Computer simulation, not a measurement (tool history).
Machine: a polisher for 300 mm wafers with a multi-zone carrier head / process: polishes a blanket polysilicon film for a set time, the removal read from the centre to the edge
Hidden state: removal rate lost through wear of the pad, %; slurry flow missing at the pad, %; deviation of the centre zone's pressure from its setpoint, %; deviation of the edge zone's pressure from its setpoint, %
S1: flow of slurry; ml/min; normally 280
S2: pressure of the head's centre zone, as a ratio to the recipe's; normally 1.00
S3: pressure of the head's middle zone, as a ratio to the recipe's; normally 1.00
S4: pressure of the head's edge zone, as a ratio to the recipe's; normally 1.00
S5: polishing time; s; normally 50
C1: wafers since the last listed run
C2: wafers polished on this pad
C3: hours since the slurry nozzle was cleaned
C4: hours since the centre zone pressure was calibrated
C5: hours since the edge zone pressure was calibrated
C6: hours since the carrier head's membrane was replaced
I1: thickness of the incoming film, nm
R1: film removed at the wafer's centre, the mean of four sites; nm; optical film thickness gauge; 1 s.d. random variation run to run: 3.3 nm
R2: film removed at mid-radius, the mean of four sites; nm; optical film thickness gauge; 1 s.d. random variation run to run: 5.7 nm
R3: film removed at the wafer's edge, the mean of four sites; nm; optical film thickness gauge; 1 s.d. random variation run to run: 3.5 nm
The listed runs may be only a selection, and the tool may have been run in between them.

run   hour   S1    S2    S3    S4  S5   C1    C2     C3     C4     C5      C6      I1     R1     R2     R3
  1    0.0  280  1.00  1.00  1.00  50    0   470  372.2  939.6  470.9   952.4  1786.7  383.2  389.1  395.4
  2   14.2  280  1.00  1.00  1.00  50   98   568  386.4  953.8  485.1   966.6  1797.7  375.7  371.5  379.9
  3   26.6  280  1.00  1.00  1.00  50   85   654  398.8  966.2  497.5   979.0  1766.4  379.3  372.5  379.1
  4   40.7  280  1.00  1.00  1.00  50   97   752  412.9  980.3  511.6   993.1  1786.6  364.5  359.9  378.7
      54.7  -- slurry nozzle cleaned
  5   55.2  280  1.00  1.00  1.00  50   93   845    0.5  994.8  526.1  1007.6  1808.0  399.4  395.2  399.4
      59.1  -- centre zone pressure recalibrated
  6   71.1  280  1.00  1.07  1.00  50   96   942   16.4   12.0  542.0  1023.5  1771.8  393.8  404.4  394.9
  7   85.1  280  1.00  1.07  1.00  50   96  1039   30.4   26.0  556.0  1037.5  1775.6  394.6  407.9  395.1
      97.9  -- carrier head's membrane replaced by a new one
  8  102.1  200  1.00  1.00  1.00  62   83  1122   47.4   43.0  573.0     4.2  1780.7  462.5  462.1  475.3
     110.5  -- worn pad replaced by a new one
  9  111.0  280  1.00  1.00  1.00  38   33     3   56.3   51.9  581.9    13.1  1821.5  323.5  320.0  330.3
     114.7  -- edge zone pressure recalibrated
 10  118.8  280  1.03  1.09  1.00  56   40    43   64.1   59.7    4.1    20.9  1774.9  499.0  509.5  477.3
 11  135.6  280  1.00  1.00  0.93  34  116   159   80.9   76.5   20.9    37.7  1796.0  278.0  285.9  274.1
 12  141.7  380  1.00  1.00  1.00  50   42   201   87.0   82.6   27.0    43.8  1816.6  422.6  416.3  422.7
 13  154.1  200  1.00  1.00  1.00  62   85   287   99.4   95.0   39.4    56.2  1781.3  475.4  477.3  491.1
 14  169.5  280  1.00  1.00  1.00  50  106   394  114.8  110.4   54.8    71.6  1779.4  402.1  402.1  411.7
 15  181.9  280  1.00  1.00  1.00  50   85   480  127.2  122.8   67.2    84.0  1811.5  406.0  405.9  409.6

Below are 4 alternative next runs, each starting from the tool's condition after run 15. Predict each:
  A  182.3  280  1.00  1.00  1.00  50   2  483  127.6  123.2  67.6  84.4  1776.6   ?   ?   ?
  B  182.3  280  1.11  1.00  0.92  65   2  483  127.6  123.2  67.6  84.4  1776.6   ?   ?   ?
  C  182.3  355  0.91  1.00  0.94  37   2  483  127.6  123.2  67.6  84.4  1776.6   ?   ?   ?
  D  182.3  365  1.00  1.00  1.12  50   2  483  127.6  123.2  67.6  84.4  1776.6   ?   ?   ?

run     R1     R2     R3
  A  399.5  398.6  408.5
  B  577.0  517.9  510.4
  C  276.5  302.8  299.3
  D  412.1  409.9  441.5
With the hidden condition removed and each run's random variation left untouched, the same runs would have given:
run     R1     R2     R3
  A  434.9  433.5  443.4
  B  628.1  563.3  554.1
  C  300.4  328.7  324.5
  D  447.7  445.0  478.6
